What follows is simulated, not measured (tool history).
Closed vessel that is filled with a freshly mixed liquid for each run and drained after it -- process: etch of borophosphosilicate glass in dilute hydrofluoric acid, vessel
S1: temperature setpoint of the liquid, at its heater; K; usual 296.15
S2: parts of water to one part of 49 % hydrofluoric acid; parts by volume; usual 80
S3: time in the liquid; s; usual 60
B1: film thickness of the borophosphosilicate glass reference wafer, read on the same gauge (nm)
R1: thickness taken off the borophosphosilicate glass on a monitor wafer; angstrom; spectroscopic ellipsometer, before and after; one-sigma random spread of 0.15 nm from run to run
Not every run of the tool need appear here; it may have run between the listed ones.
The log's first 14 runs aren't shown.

run,hour,S1,S2,S3,B1,R1
15,456.7,297.15,80,50,40,216.5
16,471,297.15,80,50,40.02,213.7
17,544.1,300.65,55,50,39.98,371.9
# hour 556.8: thermometer replaced, repeated, since the last time left the tool worse
18,608.5,294.15,80,60,40.03,261.1
19,643.8,291.15,55,70,40.03,399.8
# hour 651.9: gauge calibrated
20,665,298.15,80,75,39.97,381.9
21,698.2,293.65,110,30,39.96,88.5
22,714.6,296.15,80,60,40.05,280.4
23,728.2,291.15,80,60,40,228.7
# hour 740.1: hydrofluoric acid flow meter replaced
24,750.5,296.15,80,60,39.97,280.9
25,767.1,296.15,80,60,39.97,281.4
26,787,296.15,80,60,39.98,278.5
27,820.8,296.15,80,60,39.94,278.6
28,842.5,296.15,110,60,39.95,198.4
29,864,296.15,80,60,39.98,280.1
30,898.5,293.65,65,75,40,396
31,930.8,296.15,105,50,39.99,172.6
32,943.8,296.15,80,60,40.02,280.2

Below are 4 alternative next runs, each starting from the tool's condition after run 32. Predict each:
A,944.5,296.15,80,30,?,?
B,944.5,294.15,105,60,?,?
C,944.5,296.15,50,90,?,?
D,944.5,300.15,60,90,?,?

run,B1,R1
A,39.97,139.4
B,39.97,190.1
C,39.97,694.7
D,39.97,672.4
Without the tool's hidden state the same runs would have given:
run,R1
A,141.7
B,193.2
C,706.3
D,683.3
